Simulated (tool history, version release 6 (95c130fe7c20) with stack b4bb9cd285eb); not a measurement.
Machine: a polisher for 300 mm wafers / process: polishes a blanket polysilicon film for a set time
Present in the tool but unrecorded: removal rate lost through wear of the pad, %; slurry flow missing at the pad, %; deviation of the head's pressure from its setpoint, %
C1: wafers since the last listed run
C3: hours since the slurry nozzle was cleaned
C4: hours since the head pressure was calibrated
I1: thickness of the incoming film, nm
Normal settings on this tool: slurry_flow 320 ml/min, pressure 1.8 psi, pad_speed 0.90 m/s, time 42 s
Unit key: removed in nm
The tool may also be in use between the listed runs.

{"run": 1, "hour": 0.0, "slurry_flow": 320, "pressure": 1.8, "pad_speed": 0.9, "time": 42, "C1": 0, "wafers polished on this pad": 122, "C3": 267.7, "C4": 959.1, "I1": 1285.1, "removed": 179.0}
{"run": 2, "hour": 11.8, "slurry_flow": 320, "pressure": 1.8, "pad_speed": 0.9, "time": 42, "C1": 80, "wafers polished on this pad": 203, "C3": 279.5, "C4": 970.9, "I1": 1280.0, "removed": 178.2}
{"run": 3, "hour": 22.4, "slurry_flow": 320, "pressure": 1.8, "pad_speed": 0.9, "time": 42, "C1": 72, "wafers polished on this pad": 275, "C3": 290.1, "C4": 981.5, "I1": 1264.3, "removed": 178.3}
{"run": 4, "hour": 33.8, "slurry_flow": 320, "pressure": 1.8, "pad_speed": 0.9, "time": 42, "C1": 77, "wafers polished on this pad": 353, "C3": 301.5, "C4": 992.9, "I1": 1274.7, "removed": 178.7}
{"run": 5, "hour": 51.7, "slurry_flow": 320, "pressure": 1.8, "pad_speed": 0.64, "time": 46, "C1": 122, "wafers polished on this pad": 476, "C3": 319.4, "C4": 1010.8, "I1": 1266.0, "removed": 157.4}
{"run": 6, "hour": 59.0, "slurry_flow": 395, "pressure": 1.8, "pad_speed": 0.9, "time": 42, "C1": 49, "wafers polished on this pad": 526, "C3": 326.7, "C4": 1018.1, "I1": 1264.0, "removed": 180.3}
{"run": 7, "hour": 67.4, "slurry_flow": 395, "pressure": 1.8, "pad_speed": 0.9, "time": 42, "C1": 57, "wafers polished on this pad": 583, "C3": 335.1, "C4": 1026.5, "I1": 1272.1, "removed": 182.0}
{"run": 8, "hour": 76.6, "slurry_flow": 320, "pressure": 1.8, "pad_speed": 0.9, "time": 42, "C1": 62, "wafers polished on this pad": 646, "C3": 344.3, "C4": 1035.7, "I1": 1284.0, "removed": 179.8}
{"run": 9, "hour": 85.8, "slurry_flow": 320, "pressure": 1.8, "pad_speed": 0.9, "time": 42, "C1": 62, "wafers polished on this pad": 709, "C3": 353.5, "C4": 1044.9, "I1": 1288.3, "removed": 178.7}
{"run": 10, "hour": 101.1, "slurry_flow": 290, "pressure": 1.8, "pad_speed": 0.9, "time": 42, "C1": 104, "wafers polished on this pad": 814, "C3": 368.8, "C4": 1060.2, "I1": 1259.8, "removed": 177.3}
{"run": 11, "hour": 113.8, "slurry_flow": 290, "pressure": 1.8, "pad_speed": 0.9, "time": 42, "C1": 86, "wafers polished on this pad": 900, "C3": 381.5, "C4": 1072.9, "I1": 1288.7, "removed": 178.3}
{"run": 12, "hour": 121.8, "slurry_flow": 320, "pressure": 1.8, "pad_speed": 0.9, "time": 42, "C1": 54, "wafers polished on this pad": 955, "C3": 389.5, "C4": 1080.9, "I1": 1248.5, "removed": 177.5}
{"run": 13, "hour": 128.1, "slurry_flow": 320, "pressure": 1.8, "pad_speed": 0.9, "time": 42, "C1": 43, "wafers polished on this pad": 998, "C3": 395.8, "C4": 1087.2, "I1": 1256.8, "removed": 181.3}
{"hour": 134.8, "done": "worn pad replaced by a new one"}
{"run": 14, "hour": 135.2, "slurry_flow": 320, "pressure": 1.8, "pad_speed": 0.9, "time": 42, "C1": 21, "wafers polished on this pad": 3, "C3": 402.9, "C4": 1094.3, "I1": 1266.5, "removed": 180.3}
{"run": 15, "hour": 187.1, "slurry_flow": 320, "pressure": 1.8, "pad_speed": 0.9, "time": 42, "C1": 354, "wafers polished on this pad": 358, "C3": 454.8, "C4": 1146.2, "I1": 1276.1, "removed": 178.8}
{"run": 16, "hour": 193.9, "slurry_flow": 270, "pressure": 2.3, "pad_speed": 0.9, "time": 42, "C1": 46, "wafers polished on this pad": 404, "C3": 461.6, "C4": 1153.0, "I1": 1270.1, "removed": 222.3}
{"run": 17, "hour": 201.3, "slurry_flow": 350, "pressure": 1.8, "pad_speed": 0.64, "time": 42, "C1": 50, "wafers polished on this pad": 455, "C3": 469.0, "C4": 1160.4, "I1": 1259.0, "removed": 145.2}
{"hour": 208.4, "done": "head pressure recalibrated"}
{"run": 18, "hour": 213.6, "slurry_flow": 320, "pressure": 2.0, "pad_speed": 1.12, "time": 34, "C1": 70, "wafers polished on this pad": 525, "C3": 481.3, "C4": 5.2, "I1": 1277.3, "removed": 195.9}
{"run": 19, "hour": 220.8, "slurry_flow": 320, "pressure": 1.8, "pad_speed": 0.9, "time": 42, "C1": 49, "wafers polished on this pad": 574, "C3": 488.5, "C4": 12.4, "I1": 1262.4, "removed": 188.6}
{"run": 20, "hour": 227.6, "slurry_flow": 320, "pressure": 1.8, "pad_speed": 0.9, "time": 42, "C1": 46, "wafers polished on this pad": 621, "C3": 495.3, "C4": 19.2, "I1": 1268.0, "removed": 188.0}
{"run": 21, "hour": 244.7, "slurry_flow": 320, "pressure": 2.2, "pad_speed": 0.9, "time": 42, "C1": 116, "wafers polished on this pad": 738, "C3": 512.4, "C4": 36.3, "I1": 1267.5, "removed": 228.9}
{"run": 22, "hour": 260.1, "slurry_flow": 320, "pressure": 1.8, "pad_speed": 0.9, "time": 42, "C1": 105, "wafers polished on this pad": 843, "C3": 527.8, "C4": 51.7, "I1": 1271.9, "removed": 190.6}
{"hour": 262.9, "done": "slurry nozzle cleaned"}
{"hour": 269.3, "done": "worn pad replaced by a new one"}
{"run": 23, "hour": 269.8, "slurry_flow": 320, "pressure": 1.8, "pad_speed": 0.7, "time": 42, "C1": 32, "wafers polished on this pad": 3, "C3": 6.9, "C4": 61.4, "I1": 1285.4, "removed": 159.7}
{"run": 24, "hour": 281.2, "slurry_flow": 270, "pressure": 2.4, "pad_speed": 1.12, "time": 42, "C1": 77, "wafers polished on this pad": 81, "C3": 18.3, "C4": 72.8, "I1": 1259.5, "removed": 289.0}
{"hour": 284.1, "done": "head pressure recalibrated, repeated, since the last time left the tool worse"}
{"run": 25, "hour": 290.8, "slurry_flow": 320, "pressure": 1.8, "pad_speed": 0.9, "time": 42, "C1": 51, "wafers polished on this pad": 133, "C3": 27.9, "C4": 6.7, "I1": 1282.8, "removed": 171.1}
{"run": 26, "hour": 307.5, "slurry_flow": 215, "pressure": 1.8, "pad_speed": 0.9, "time": 35, "C1": 114, "wafers polished on this pad": 247, "C3": 44.6, "C4": 23.4, "I1": 1264.8, "removed": 137.3}
{"run": 27, "hour": 315.8, "slurry_flow": 415, "pressure": 1.8, "pad_speed": 0.9, "time": 42, "C1": 56, "wafers polished on this pad": 304, "C3": 52.9, "C4": 31.7, "I1": 1275.1, "removed": 173.4}
{"run": 28, "hour": 331.2, "slurry_flow": 380, "pressure": 1.8, "pad_speed": 0.78, "time": 56, "C1": 105, "wafers polished on this pad": 409, "C3": 68.3, "C4": 47.1, "I1": 1279.6, "removed": 208.5}
{"run": 29, "hour": 343.6, "slurry_flow": 320, "pressure": 1.8, "pad_speed": 0.9, "time": 42, "C1": 84, "wafers polished on this pad": 494, "C3": 80.7, "C4": 59.5, "I1": 1278.3, "removed": 170.0}
{"run": 30, "hour": 360.9, "slurry_flow": 320, "pressure": 1.8, "pad_speed": 1.06, "time": 42, "C1": 118, "wafers polished on this pad": 612, "C3": 98.0, "C4": 76.8, "I1": 1268.4, "removed": 192.0}
{"run": 31, "hour": 376.2, "slurry_flow": 320, "pressure": 1.8, "pad_speed": 0.9, "time": 42, "C1": 104, "wafers polished on this pad": 717, "C3": 113.3, "C4": 92.1, "I1": 1279.2, "removed": 169.8}
{"run": 32, "hour": 393.8, "slurry_flow": 320, "pressure": 1.8, "pad_speed": 0.9, "time": 30, "C1": 120, "wafers polished on this pad": 837, "C3": 130.9, "C4": 109.7, "I1": 1266.0, "removed": 122.7}
{"hour": 404.2, "done": "worn pad replaced by a new one"}
{"run": 33, "hour": 407.2, "slurry_flow": 245, "pressure": 2.3, "pad_speed": 0.76, "time": 42, "C1": 64, "wafers polished on this pad": 20, "C3": 144.3, "C4": 123.1, "I1": 1279.4, "removed": 189.5}
{"run": 34, "hour": 416.6, "slurry_flow": 420, "pressure": 1.8, "pad_speed": 0.9, "time": 27, "C1": 64, "wafers polished on this pad": 84, "C3": 153.7, "C4": 132.5, "I1": 1267.2, "removed": 112.3}
{"run": 35, "hour": 434.0, "slurry_flow": 245, "pressure": 1.4, "pad_speed": 0.58, "time": 31, "C1": 119, "wafers polished on this pad": 203, "C3": 171.1, "C4": 149.9, "I1": 1269.5, "removed": 73.5}
{"run": 36, "hour": 441.5, "slurry_flow": 320, "pressure": 2.3, "pad_speed": 0.9, "time": 42, "C1": 51, "wafers polished on this pad": 254, "C3": 178.6, "C4": 157.4, "I1": 1244.5, "removed": 215.3}
{"run": 37, "hour": 453.3, "slurry_flow": 405, "pressure": 1.8, "pad_speed": 0.76, "time": 47, "C1": 80, "wafers polished on this pad": 335, "C3": 190.4, "C4": 169.2, "I1": 1275.6, "removed": 175.7}
{"run": 38, "hour": 487.7, "slurry_flow": 320, "pressure": 1.8, "pad_speed": 0.9, "time": 42, "C1": 235, "wafers polished on this pad": 570, "C3": 224.8, "C4": 203.6, "I1": 1280.4, "removed": 172.2}

The logged runs with the hidden state left out (each run's random variation unchanged):
run=1 removed=171.4
run=2 removed=170.7
run=3 removed=170.6
run=4 removed=171.0
run=5 removed=150.5
run=6 removed=172.3
run=7 removed=173.8
run=8 removed=171.7
run=9 removed=170.6
run=10 removed=169.1
run=11 removed=170.0
run=12 removed=169.2
run=13 removed=172.8
run=14 removed=171.7
run=15 removed=169.9
run=16 removed=211.2
run=17 removed=137.9
run=18 removed=177.9
run=19 removed=171.3
run=20 removed=170.7
run=21 removed=207.6
run=22 removed=172.8
run=23 removed=144.7
run=24 removed=261.8
run=25 removed=171.7
run=26 removed=137.7
run=27 removed=173.8
run=28 removed=208.9
run=29 removed=170.2
run=30 removed=192.1
run=31 removed=169.7
run=32 removed=122.6
run=33 removed=189.2
run=34 removed=112.0
run=35 removed=73.3
run=36 removed=214.6
run=37 removed=175.0
run=38 removed=171.4

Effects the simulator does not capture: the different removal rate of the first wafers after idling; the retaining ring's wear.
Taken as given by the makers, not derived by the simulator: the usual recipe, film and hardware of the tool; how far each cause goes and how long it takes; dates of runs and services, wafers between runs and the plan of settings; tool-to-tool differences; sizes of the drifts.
